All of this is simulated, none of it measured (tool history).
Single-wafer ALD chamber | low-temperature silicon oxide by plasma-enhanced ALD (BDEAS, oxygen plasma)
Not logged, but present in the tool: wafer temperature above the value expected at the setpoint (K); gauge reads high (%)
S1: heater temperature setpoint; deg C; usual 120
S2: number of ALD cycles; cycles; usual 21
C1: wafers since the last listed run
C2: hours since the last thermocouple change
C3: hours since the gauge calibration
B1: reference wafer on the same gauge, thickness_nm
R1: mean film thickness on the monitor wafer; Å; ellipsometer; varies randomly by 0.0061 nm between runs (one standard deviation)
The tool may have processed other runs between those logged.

run 1 hour=0.0 | S1=120 S2=21 | C1=0 C2=1172.2 C3=45.6 | B1=2.140 | R1=24.75
run 2 hour=91.9 | S1=130 S2=22 | C1=1233 C2=1264.1 C3=137.5 | B1=2.140 | R1=25.42
run 3 hour=152.3 | S1=130 S2=22 | C1=810 C2=1324.5 C3=197.9 | B1=2.139 | R1=25.50
run 4 hour=200.3 | S1=120 S2=21 | C1=644 C2=1372.5 C3=245.9 | B1=2.138 | R1=24.81
run 5 hour=266.3 | S1=120 S2=21 | C1=886 C2=1438.5 C3=311.9 | B1=2.139 | R1=24.76
run 6 hour=319.0 | S1=127 S2=21 | C1=707 C2=1491.2 C3=364.6 | B1=2.139 | R1=24.50
run 7 hour=397.6 | S1=130 S2=21 | C1=1055 C2=1569.8 C3=443.2 | B1=2.140 | R1=24.29
run 8 hour=496.6 | S1=130 S2=21 | C1=1329 C2=1668.8 C3=542.2 | B1=2.141 | R1=24.37
run 9 hour=785.7 | S1=120 S2=21 | C1=3881 C2=1957.9 C3=831.3 | B1=2.139 | R1=24.78
run 10 hour=867.0 | S1=120 S2=21 | C1=1091 C2=2039.2 C3=912.6 | B1=2.140 | R1=24.81
run 11 hour=964.8 | S1=120 S2=23 | C1=1312 C2=2137.0 C3=1010.4 | B1=2.141 | R1=27.09
run 12 hour=1045.2 | S1=130 S2=20 | C1=1079 C2=2217.4 C3=1090.8 | B1=2.143 | R1=23.22
-- hour=1055.7 thermocouple changed; heater temperature recalibrated
run 13 hour=1137.1 | S1=106 S2=19 | C1=1126 C2=81.4 C3=1182.7 | B1=2.140 | R1=22.55
run 14 hour=1233.0 | S1=124 S2=23 | C1=1287 C2=177.3 C3=1278.6 | B1=2.142 | R1=26.37
run 15 hour=1332.6 | S1=120 S2=21 | C1=1337 C2=276.9 C3=1378.2 | B1=2.140 | R1=24.31
-- hour=1407.5 gauge calibrated
run 16 hour=1423.9 | S1=120 S2=21 | C1=1225 C2=368.2 C3=16.4 | B1=2.139 | R1=24.37
-- hour=1478.3 thermocouple changed; heater temperature recalibrated, repeated, since the last time left the tool worse
run 17 hour=1485.7 | S1=120 S2=21 | C1=722 C2=7.4 C3=78.2 | B1=2.139 | R1=24.53
run 18 hour=1589.9 | S1=120 S2=25 | C1=1398 C2=111.6 C3=182.4 | B1=2.137 | R1=29.38
run 19 hour=1673.7 | S1=120 S2=20 | C1=1125 C2=195.4 C3=266.2 | B1=2.141 | R1=23.46
run 20 hour=1738.1 | S1=107 S2=17 | C1=864 C2=259.8 C3=330.6 | B1=2.141 | R1=20.36
run 21 hour=1792.8 | S1=114 S2=19 | C1=734 C2=314.5 C3=385.3 | B1=2.137 | R1=22.64
run 22 hour=1835.3 | S1=124 S2=22 | C1=570 C2=357.0 C3=427.8 | B1=2.140 | R1=25.82
run 23 hour=1883.2 | S1=113 S2=18 | C1=643 C2=404.9 C3=475.7 | B1=2.139 | R1=21.48
run 24 hour=1930.8 | S1=120 S2=21 | C1=639 C2=452.5 C3=523.3 | B1=2.141 | R1=24.80

Predict each of these 4 candidate next runs independently; none follows another, all start after run 24:
run A hour=1931.2 | S1=111 S2=21 | C1=5 C2=452.9 C3=523.7 | B1=? | R1=?
run B hour=1931.2 | S1=124 S2=19 | C1=5 C2=452.9 C3=523.7 | B1=? | R1=?
run C hour=1931.2 | S1=120 S2=22 | C1=5 C2=452.9 C3=523.7 | B1=? | R1=?
run D hour=1931.2 | S1=132 S2=18 | C1=5 C2=452.9 C3=523.7 | B1=? | R1=?

run=A B1=2.137 R1=25.15
run=B B1=2.137 R1=22.28
run=C B1=2.137 R1=25.97
run=D B1=2.137 R1=20.83
With the hidden condition removed and each run's random variation left untouched, the same runs would have given:
run=A R1=25.02
run=B R1=22.16
run=C R1=25.82
run=D R1=20.71
